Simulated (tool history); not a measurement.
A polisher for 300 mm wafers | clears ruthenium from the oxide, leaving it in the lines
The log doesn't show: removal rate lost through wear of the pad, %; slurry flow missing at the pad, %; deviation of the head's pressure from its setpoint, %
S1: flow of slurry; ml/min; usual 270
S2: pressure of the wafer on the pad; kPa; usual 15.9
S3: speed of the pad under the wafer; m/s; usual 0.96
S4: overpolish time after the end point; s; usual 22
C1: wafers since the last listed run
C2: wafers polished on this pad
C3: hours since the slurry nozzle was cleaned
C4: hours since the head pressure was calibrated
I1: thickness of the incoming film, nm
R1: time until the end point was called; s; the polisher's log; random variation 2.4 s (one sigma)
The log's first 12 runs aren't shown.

run    hour   S1    S2    S3  S4   C1    C2     C3     C4     I1     R1
 13  1100.1  270  15.9  0.96  22  292  3194  490.6  355.1  161.5    118
 14  1201.4  270  15.9  0.96  22  477  3671  591.9  456.4  160.5  114.9
 15  1268.2  270  19.3  0.96  26  315  3986  658.7  523.2  160.4   93.7
       1320  -- worn pad replaced by a new one, of another model than before
     1329.4  -- slurry nozzle cleaned
 16  1343.6  270  15.9  0.96  30  332   106   14.2  598.6  161.4  115.2
 17    1423  350    20  1.08  16  374   481   93.6    678  162.3   86.3
 18  1504.9  270  17.2  1.08  33  386   867  175.5  759.9  160.4   97.9
 19    1598  270  15.9  0.96  22  439  1306  268.6    853  162.9  113.5
     1625.1  -- head pressure recalibrated
 20  1667.4  270  15.9  0.96  22  317  1624    338   42.3  158.8    120
 21  1756.6  230    20  0.96  33  420  2045  427.2  131.5    159    102
 22  1838.8  230    20  0.96  33  387  2432  509.4  213.7  162.4  109.1
 23  1972.5  205  18.6  0.96  22  630  3063  643.1  347.4  162.7  113.6
     2026.2  -- worn pad replaced by a new one
 24  2048.2  270  15.9  0.82  25  338   103  718.8  423.1  158.5  130.7
     2070.9  -- slurry nozzle cleaned
 25  2143.8  270  13.1  0.96  26  446   549   72.9  518.7  159.5  129.7
 26  2244.7  365  18.6  0.86  29  475  1025  173.8  619.6  160.5  111.6
 27  2334.8  270  15.9  0.96  22  424  1450  263.9  709.7  160.8  113.6
 28  2426.8  270  20.7  1.28  22  433  1884  355.9  801.7  158.2     76
     2437.5  -- head pressure recalibrated
 29  2527.7  270  15.9  0.96  22  466  2350  456.8   90.2  159.5    121
 30  2678.8  205  18.6  0.96  22  712  3063  607.9  241.3  157.6  111.6
 31  2779.6  270  15.9  0.96  14  475  3538  708.7  342.1    160  123.7
     2803.2  -- slurry nozzle cleaned
     2838.1  -- worn pad replaced by a new one
 32  2870.9  270  15.9  0.96  22  407   154   67.7  433.4  160.3  118.9
 33    2966  270  15.9  0.96  22  448   603  162.8  528.5    162  116.9
 34  3027.3  300  11.7  0.96  34  289   892  224.1  589.8    158  135.6
 35  3132.9  270  17.2  0.96  22  498  1390  329.7  695.4  158.3  106.5
 36  3187.8  320  15.9  1.12  13  258  1649  384.6  750.3  158.3   97.6

4 ways to go on from here, each from the tool as it stands after run 36. What would each give?
  A  3188.3  270    11  0.96  22   2  1651  385.1  750.8  161.6   ?
  B  3188.3  240  17.9  0.66  15   2  1651  385.1  750.8  161.6   ?
  C  3188.3  355  15.9  1.24  22   2  1651  385.1  750.8  161.6   ?
  D  3188.3  355  21.4  0.96  12   2  1651  385.1  750.8  161.6   ?

run     R1
  A  143.6
  B    140
  C   90.5
  D   89.6
Without the tool's hidden state the same runs would have given:
run     R1
  A  153.1
  B  149.3
  C   96.5
  D   95.6

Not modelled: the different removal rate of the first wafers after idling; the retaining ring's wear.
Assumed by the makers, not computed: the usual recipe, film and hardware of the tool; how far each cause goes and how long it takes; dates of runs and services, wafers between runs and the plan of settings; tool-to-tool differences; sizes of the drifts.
